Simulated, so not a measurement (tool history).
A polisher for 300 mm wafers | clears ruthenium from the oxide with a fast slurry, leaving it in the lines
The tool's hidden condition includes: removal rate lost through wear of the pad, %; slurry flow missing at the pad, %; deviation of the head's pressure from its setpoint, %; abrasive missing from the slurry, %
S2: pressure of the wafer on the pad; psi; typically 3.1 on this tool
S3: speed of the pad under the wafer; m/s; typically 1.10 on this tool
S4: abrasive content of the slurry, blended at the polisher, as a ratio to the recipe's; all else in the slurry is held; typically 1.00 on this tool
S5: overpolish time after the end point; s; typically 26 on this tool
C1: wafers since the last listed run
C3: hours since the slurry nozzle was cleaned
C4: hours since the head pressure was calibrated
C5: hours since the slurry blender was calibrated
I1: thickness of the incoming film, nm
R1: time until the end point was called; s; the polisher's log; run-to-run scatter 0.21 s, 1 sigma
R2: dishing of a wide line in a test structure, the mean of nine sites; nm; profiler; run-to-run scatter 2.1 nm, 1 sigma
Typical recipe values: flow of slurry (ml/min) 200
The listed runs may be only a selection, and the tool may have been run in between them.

{"run": 1, "hour": 0.0, "flow of slurry (ml/min)": 200, "S2": 3.1, "S3": 1.1, "S4": 1.15, "S5": 26, "C1": 0, "wafers polished on this pad": 3132, "C3": 176.6, "C4": 641.0, "C5": 430.4, "I1": 149.6, "R1": 20.5, "R2": 105.5}
{"run": 2, "hour": 72.2, "flow of slurry (ml/min)": 200, "S2": 3.1, "S3": 1.1, "S4": 1.0, "S5": 26, "C1": 888, "wafers polished on this pad": 4020, "C3": 248.8, "C4": 713.2, "C5": 502.6, "I1": 152.3, "R1": 21.8, "R2": 102.9}
{"run": 3, "hour": 153.5, "flow of slurry (ml/min)": 200, "S2": 3.1, "S3": 1.1, "S4": 1.0, "S5": 26, "C1": 1000, "wafers polished on this pad": 5020, "C3": 330.1, "C4": 794.5, "C5": 583.9, "I1": 149.4, "R1": 20.7, "R2": 103.7}
{"hour": 162.2, "done": "head pressure recalibrated"}
{"hour": 162.3, "done": "slurry blender recalibrated"}
{"run": 4, "hour": 198.6, "flow of slurry (ml/min)": 200, "S2": 3.1, "S3": 1.1, "S4": 1.0, "S5": 26, "C1": 529, "wafers polished on this pad": 5550, "C3": 375.2, "C4": 36.4, "C5": 36.3, "I1": 149.3, "R1": 23.1, "R2": 94.3}
{"run": 5, "hour": 255.8, "flow of slurry (ml/min)": 200, "S2": 3.1, "S3": 1.1, "S4": 0.85, "S5": 26, "C1": 703, "wafers polished on this pad": 6253, "C3": 432.4, "C4": 93.6, "C5": 93.5, "I1": 150.9, "R1": 24.4, "R2": 94.6}
{"hour": 261.1, "done": "worn pad replaced by a new one"}
{"run": 6, "hour": 351.6, "flow of slurry (ml/min)": 200, "S2": 3.1, "S3": 1.1, "S4": 0.85, "S5": 26, "C1": 1129, "wafers polished on this pad": 1113, "C3": 528.2, "C4": 189.4, "C5": 189.3, "I1": 149.7, "R1": 23.6, "R2": 92.6}
{"run": 7, "hour": 396.0, "flow of slurry (ml/min)": 200, "S2": 3.1, "S3": 1.1, "S4": 1.0, "S5": 26, "C1": 546, "wafers polished on this pad": 1660, "C3": 572.6, "C4": 233.8, "C5": 233.7, "I1": 149.8, "R1": 22.2, "R2": 95.7}
{"run": 8, "hour": 435.6, "flow of slurry (ml/min)": 200, "S2": 3.1, "S3": 1.1, "S4": 1.0, "S5": 26, "C1": 487, "wafers polished on this pad": 2147, "C3": 612.2, "C4": 273.4, "C5": 273.3, "I1": 151.5, "R1": 22.6, "R2": 102.4}
{"hour": 466.7, "done": "slurry nozzle cleaned"}
{"run": 9, "hour": 696.3, "flow of slurry (ml/min)": 200, "S2": 3.1, "S3": 1.1, "S4": 1.0, "S5": 26, "C1": 3195, "wafers polished on this pad": 5342, "C3": 229.6, "C4": 534.1, "C5": 534.0, "I1": 151.0, "R1": 21.4, "R2": 102.8}
{"hour": 826.1, "done": "slurry blender recalibrated"}
{"hour": 861.9, "done": "worn pad replaced by a new one"}
{"run": 10, "hour": 961.3, "flow of slurry (ml/min)": 200, "S2": 3.1, "S3": 1.1, "S4": 1.0, "S5": 26, "C1": 3186, "wafers polished on this pad": 1223, "C3": 494.6, "C4": 799.1, "C5": 135.2, "I1": 149.6, "R1": 20.7, "R2": 103.3}
{"hour": 1007.8, "done": "slurry nozzle cleaned"}
{"hour": 1060.5, "done": "head pressure recalibrated"}
{"run": 11, "hour": 1067.6, "flow of slurry (ml/min)": 200, "S2": 3.1, "S3": 1.1, "S4": 1.0, "S5": 26, "C1": 1270, "wafers polished on this pad": 2494, "C3": 59.8, "C4": 7.1, "C5": 241.5, "I1": 150.0, "R1": 23.2, "R2": 96.1}
{"run": 12, "hour": 1157.0, "flow of slurry (ml/min)": 200, "S2": 3.1, "S3": 1.1, "S4": 1.0, "S5": 26, "C1": 1099, "wafers polished on this pad": 3594, "C3": 149.2, "C4": 96.5, "C5": 330.9, "I1": 147.3, "R1": 22.3, "R2": 97.1}
{"run": 13, "hour": 1237.9, "flow of slurry (ml/min)": 200, "S2": 3.1, "S3": 1.1, "S4": 1.0, "S5": 26, "C1": 995, "wafers polished on this pad": 4589, "C3": 230.1, "C4": 177.4, "C5": 411.8, "I1": 148.9, "R1": 21.9, "R2": 96.6}
{"run": 14, "hour": 1339.5, "flow of slurry (ml/min)": 200, "S2": 2.8, "S3": 1.24, "S4": 0.9, "S5": 40, "C1": 1250, "wafers polished on this pad": 5840, "C3": 331.7, "C4": 279.0, "C5": 513.4, "I1": 150.5, "R1": 22.5, "R2": 134.5}
{"hour": 1397.7, "done": "worn pad replaced by a new one"}
{"run": 15, "hour": 1419.3, "flow of slurry (ml/min)": 200, "S2": 3.1, "S3": 1.1, "S4": 1.0, "S5": 26, "C1": 932, "wafers polished on this pad": 265, "C3": 411.5, "C4": 358.8, "C5": 593.2, "I1": 148.4, "R1": 21.4, "R2": 96.9}
{"hour": 1426.4, "done": "slurry blender recalibrated"}
{"run": 16, "hour": 1468.5, "flow of slurry (ml/min)": 200, "S2": 3.1, "S3": 1.3, "S4": 1.0, "S5": 26, "C1": 580, "wafers polished on this pad": 846, "C3": 460.7, "C4": 408.0, "C5": 42.1, "I1": 149.6, "R1": 18.0, "R2": 115.9}
{"hour": 1521.5, "done": "slurry nozzle cleaned"}
{"run": 17, "hour": 1555.0, "flow of slurry (ml/min)": 200, "S2": 3.1, "S3": 1.1, "S4": 1.0, "S5": 26, "C1": 1051, "wafers polished on this pad": 1898, "C3": 33.5, "C4": 494.5, "C5": 128.6, "I1": 150.3, "R1": 21.5, "R2": 99.4}
{"run": 18, "hour": 1626.7, "flow of slurry (ml/min)": 200, "S2": 3.1, "S3": 1.1, "S4": 1.0, "S5": 26, "C1": 882, "wafers polished on this pad": 2780, "C3": 105.2, "C4": 566.2, "C5": 200.3, "I1": 150.1, "R1": 21.4, "R2": 109.2}
{"run": 19, "hour": 1670.4, "flow of slurry (ml/min)": 200, "S2": 3.1, "S3": 1.1, "S4": 1.0, "S5": 39, "C1": 537, "wafers polished on this pad": 3318, "C3": 148.9, "C4": 609.9, "C5": 244.0, "I1": 152.4, "R1": 21.4, "R2": 131.0}
{"run": 20, "hour": 1759.3, "flow of slurry (ml/min)": 200, "S2": 3.1, "S3": 1.36, "S4": 1.3, "S5": 42, "C1": 1093, "wafers polished on this pad": 4412, "C3": 237.8, "C4": 698.8, "C5": 332.9, "I1": 149.4, "R1": 15.6, "R2": 157.1}
{"hour": 1763.5, "done": "head pressure recalibrated"}
{"run": 21, "hour": 1811.8, "flow of slurry (ml/min)": 200, "S2": 3.1, "S3": 1.1, "S4": 1.0, "S5": 26, "C1": 621, "wafers polished on this pad": 5033, "C3": 290.3, "C4": 48.3, "C5": 385.4, "I1": 149.7, "R1": 23.4, "R2": 96.6}
{"run": 22, "hour": 1881.3, "flow of slurry (ml/min)": 200, "S2": 2.3, "S3": 1.26, "S4": 1.2, "S5": 21, "C1": 855, "wafers polished on this pad": 5888, "C3": 359.8, "C4": 117.8, "C5": 454.9, "I1": 149.6, "R1": 25.9, "R2": 78.6}
{"run": 23, "hour": 1953.4, "flow of slurry (ml/min)": 200, "S2": 3.4, "S3": 1.1, "S4": 1.0, "S5": 26, "C1": 887, "wafers polished on this pad": 6775, "C3": 431.9, "C4": 189.9, "C5": 527.0, "I1": 150.4, "R1": 20.9, "R2": 104.1}
{"hour": 2020.9, "done": "worn pad replaced by a new one"}
{"run": 24, "hour": 2021.4, "flow of slurry (ml/min)": 200, "S2": 4.0, "S3": 1.1, "S4": 1.0, "S5": 34, "C1": 787, "wafers polished on this pad": 5, "C3": 499.9, "C4": 257.9, "C5": 595.0, "I1": 150.2, "R1": 17.8, "R2": 132.9}
{"hour": 2056.1, "done": "slurry blender recalibrated"}
{"run": 25, "hour": 2081.4, "flow of slurry (ml/min)": 200, "S2": 3.1, "S3": 1.1, "S4": 1.0, "S5": 26, "C1": 713, "wafers polished on this pad": 719, "C3": 559.9, "C4": 317.9, "C5": 25.3, "I1": 149.5, "R1": 22.8, "R2": 95.8}
{"run": 26, "hour": 2166.0, "flow of slurry (ml/min)": 180, "S2": 3.1, "S3": 1.24, "S4": 1.2, "S5": 26, "C1": 1040, "wafers polished on this pad": 1760, "C3": 644.5, "C4": 402.5, "C5": 109.9, "I1": 151.1, "R1": 18.8, "R2": 116.3}
{"hour": 2187.5, "done": "slurry nozzle cleaned"}
{"run": 27, "hour": 2235.0, "flow of slurry (ml/min)": 200, "S2": 3.1, "S3": 1.1, "S4": 1.0, "S5": 26, "C1": 836, "wafers polished on this pad": 2597, "C3": 47.5, "C4": 471.5, "C5": 178.9, "I1": 151.5, "R1": 22.5, "R2": 98.8}
{"run": 28, "hour": 2537.1, "flow of slurry (ml/min)": 200, "S2": 2.7, "S3": 1.1, "S4": 1.25, "S5": 39, "C1": 3717, "wafers polished on this pad": 6314, "C3": 349.6, "C4": 773.6, "C5": 481.0, "I1": 151.8, "R1": 23.0, "R2": 126.1}
{"hour": 2583.2, "done": "head pressure recalibrated"}
{"hour": 2594.6, "done": "worn pad replaced by a new one"}
{"run": 29, "hour": 2691.8, "flow of slurry (ml/min)": 170, "S2": 3.1, "S3": 1.1, "S4": 1.0, "S5": 15, "C1": 1829, "wafers polished on this pad": 1196, "C3": 504.3, "C4": 108.6, "C5": 635.7, "I1": 150.0, "R1": 23.3, "R2": 64.4}

Each row is a separate what-if for the run after 29, all from the same tool condition, not one after another. Results?
{"run": "A", "hour": 2692.2, "flow of slurry (ml/min)": 200, "S2": 3.9, "S3": 1.1, "S4": 1.0, "S5": 26, "C1": 4, "wafers polished on this pad": 1200, "C3": 504.7, "C4": 109.0, "C5": 636.1, "I1": 150.0, "R1": "?", "R2": "?"}
{"run": "B", "hour": 2692.2, "flow of slurry (ml/min)": 225, "S2": 3.1, "S3": 1.1, "S4": 1.0, "S5": 26, "C1": 4, "wafers polished on this pad": 1200, "C3": 504.7, "C4": 109.0, "C5": 636.1, "I1": 150.0, "R1": "?", "R2": "?"}
{"run": "C", "hour": 2692.2, "flow of slurry (ml/min)": 200, "S2": 2.1, "S3": 1.26, "S4": 1.1, "S5": 15, "C1": 4, "wafers polished on this pad": 1200, "C3": 504.7, "C4": 109.0, "C5": 636.1, "I1": 150.0, "R1": "?", "R2": "?"}

run=A R1=18.2 R2=114.5
run=B R1=22.7 R2=99.3
run=C R1=28.7 R2=54.5
Without the tool's hidden state the same runs would have given:
run=A R1=18.4 R2=113.9
run=B R1=22.9 R2=98.7
run=C R1=28.9 R2=54.1
